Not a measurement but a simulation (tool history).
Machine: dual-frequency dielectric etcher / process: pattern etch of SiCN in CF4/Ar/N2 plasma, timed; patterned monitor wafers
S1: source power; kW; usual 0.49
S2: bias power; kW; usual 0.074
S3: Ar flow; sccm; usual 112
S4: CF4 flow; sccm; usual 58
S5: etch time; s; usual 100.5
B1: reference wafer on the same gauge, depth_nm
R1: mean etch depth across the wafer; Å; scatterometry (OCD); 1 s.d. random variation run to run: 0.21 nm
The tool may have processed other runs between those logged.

run   hour    S1     S2   S3  S4     S5    B1   R1
  1      0  0.49  0.074   99  58  100.5  74.4  909
  2  101.7  0.49  0.074  112  58  100.5  74.5  903
  3  149.5  0.49  0.074  112  58  100.5  74.3  906
  4  200.1  0.49  0.074  112  69  100.5  74.4  943
  5  268.8  0.49  0.074  112  53     88  74.4  776
  6  315.8  0.49  0.074  112  58   81.5  74.4  737
     393.6  -- source power generator calibrated
  7  394.1  0.49  0.074  112  58   81.5  74.4  736
  8  493.9  0.41  0.074  112  50  100.5  74.4  739
  9  540.4  0.55  0.066  112  58  100.5  74.5  958
     591.1  -- wet clean of the chamber
     604.2  -- Ar flow controller replaced
     608.7  -- upper electrode replaced
     747.9  -- CF4 flow controller replaced
       817  -- bias power generator calibrated
     817.4  -- gauge calibrated
 10  820.2  0.49  0.074  112  58     87  74.4  784
 11  893.9  0.49  0.074  112  58  100.5  74.4  907
 12  989.4  0.54  0.074  112  44  100.5  74.3  921
 13   1074  0.49  0.074  112  58  100.5  74.4  912

Estimate the outcome of run 14 from the log above:
     1148.3  -- wet clean of the chamber
 14  1148.8  0.49  0.074  112  58  100.5   ?   ?

B1: 74.4
R1: 901 Å
Were there no unlogged condition in the tool, this run, its random variation unchanged, would have produced R1 899 Å.

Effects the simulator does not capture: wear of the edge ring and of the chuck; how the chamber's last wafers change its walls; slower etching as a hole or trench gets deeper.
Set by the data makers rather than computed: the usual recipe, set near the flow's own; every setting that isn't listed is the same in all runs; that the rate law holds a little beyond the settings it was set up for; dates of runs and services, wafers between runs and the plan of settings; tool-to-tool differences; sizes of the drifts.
